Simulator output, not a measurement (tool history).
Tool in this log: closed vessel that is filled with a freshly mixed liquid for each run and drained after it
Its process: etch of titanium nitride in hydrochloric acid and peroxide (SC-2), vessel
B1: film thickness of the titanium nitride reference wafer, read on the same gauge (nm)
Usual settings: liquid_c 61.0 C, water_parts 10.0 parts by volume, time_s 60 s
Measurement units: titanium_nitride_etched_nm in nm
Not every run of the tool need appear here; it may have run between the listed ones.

Run 1, day 0.000: usual settings but liquid_c 69.0 C, time_s 70 s; B1 50.002. Result: titanium_nitride_etched_nm 8.469 nm.
Run 2, day 1.179: usual settings but liquid_c 69.0 C, time_s 70 s; B1 49.958. Result: titanium_nitride_etched_nm 8.546 nm.
Run 3, day 3.112: usual settings but water_parts 11.0 parts by volume; B1 49.992. Result: titanium_nitride_etched_nm 4.166 nm.
Run 4, day 4.288: usual settings; B1 50.004. Result: titanium_nitride_etched_nm 4.404 nm.
At day 6.904: gauge calibrated.
Run 5, day 7.008: usual settings but water_parts 11.5 parts by volume; B1 50.022. Result: titanium_nitride_etched_nm 4.008 nm.
Run 6, day 8.158: usual settings but water_parts 11.5 parts by volume; B1 49.986. Result: titanium_nitride_etched_nm 3.968 nm.
Run 7, day 9.229: usual settings but liquid_c 55.5 C; B1 49.988. Result: titanium_nitride_etched_nm 3.191 nm.
Run 8, day 11.029: usual settings but liquid_c 52.5 C, water_parts 7.0 parts by volume, time_s 45 s; B1 49.979. Result: titanium_nitride_etched_nm 2.588 nm.
At day 11.508: chemicals flow meter replaced.
Run 9, day 12.467: usual settings; B1 50.028. Result: titanium_nitride_etched_nm 4.914 nm.
Run 10, day 14.325: usual settings but water_parts 7.0 parts by volume, time_s 90 s; B1 50.031. Result: titanium_nitride_etched_nm 9.951 nm.
Run 11, day 15.388: usual settings but water_parts 6.5 parts by volume, time_s 30 s; B1 50.017. Result: titanium_nitride_etched_nm 3.485 nm.
Run 12, day 16.683: usual settings but liquid_c 56.0 C, water_parts 6.5 parts by volume, time_s 85 s; B1 49.951. Result: titanium_nitride_etched_nm 7.173 nm.
Run 13, day 17.754: usual settings; B1 49.981. Result: titanium_nitride_etched_nm 4.869 nm.
Run 14, day 20.450: usual settings but water_parts 7.5 parts by volume, time_s 30 s; B1 50.008. Result: titanium_nitride_etched_nm 3.100 nm.
Run 15, day 21.958: usual settings but liquid_c 69.5 C, water_parts 14.0 parts by volume, time_s 85 s; B1 50.043. Result: titanium_nitride_etched_nm 8.722 nm.
Run 16, day 24.362: usual settings but liquid_c 64.5 C, water_parts 8.0 parts by volume; B1 49.965. Result: titanium_nitride_etched_nm 7.263 nm.
Run 17, day 25.367: usual settings but liquid_c 67.0 C, water_parts 7.5 parts by volume; B1 49.996. Result: titanium_nitride_etched_nm 8.999 nm.
Run 18, day 28.233: usual settings; B1 50.009. Result: titanium_nitride_etched_nm 4.908 nm.
At day 28.758: new drum of peroxide connected.
At day 29.683: thermometer replaced.
Run 19, day 34.325: usual settings but liquid_c 54.0 C, water_parts 14.0 parts by volume, time_s 30 s; B1 49.972. Result: titanium_nitride_etched_nm 1.155 nm.
Run 20, day 36.762: usual settings but liquid_c 53.5 C, time_s 30 s; B1 49.977. Result: titanium_nitride_etched_nm 1.489 nm.
Run 21, day 38.492: usual settings; B1 49.939. Result: titanium_nitride_etched_nm 4.738 nm.
Run 22, day 39.667: usual settings but water_parts 7.5 parts by volume, time_s 30 s; B1 50.021. Result: titanium_nitride_etched_nm 3.031 nm.
Run 23, day 40.738: usual settings but liquid_c 51.5 C, water_parts 7.0 parts by volume, time_s 90 s; B1 49.991. Result: titanium_nitride_etched_nm 5.230 nm.
Run 24, day 43.096: usual settings but liquid_c 64.5 C, water_parts 15.0 parts by volume, time_s 70 s; B1 49.984. Result: titanium_nitride_etched_nm 4.871 nm.
Run 25, day 45.975: usual settings but liquid_c 51.0 C, water_parts 12.0 parts by volume; B1 49.979. Result: titanium_nitride_etched_nm 2.152 nm.
Run 26, day 47.296: usual settings; B1 49.963. Result: titanium_nitride_etched_nm 4.788 nm.
Run 27, day 50.262: usual settings but time_s 75 s; B1 50.053. Result: titanium_nitride_etched_nm 6.002 nm.
Run 28, day 51.533: usual settings but liquid_c 63.5 C, water_parts 13.0 parts by volume, time_s 40 s; B1 49.990. Result: titanium_nitride_etched_nm 2.918 nm.

Per-run results on a tool with no hidden state, each run keeping its own random variation:
The hidden state here: liquid hotter than its thermometer reads (K); chemicals flow below the setpoint (%); peroxide weaker than its label (%); gauge reads high (%).
run  titanium_nitride_etched_nm
  1                       9.427
  2                       9.525
  3                       4.661
  4                       4.926
  5                       4.508
  6                       4.468
  7                       3.589
  8                       2.895
  9                       4.993
 10                      10.117
 11                       3.546
 12                       7.306
 13                       4.974
 14                       3.171
 15                       8.957
 16                       7.459
 17                       9.248
 18                       5.066
 19                       1.202
 20                       1.550
 21                       4.941
 22                       3.158
 23                       5.452
 24                       5.118
 25                       2.265
 26                       5.039
 27                       6.337
 28                       3.092
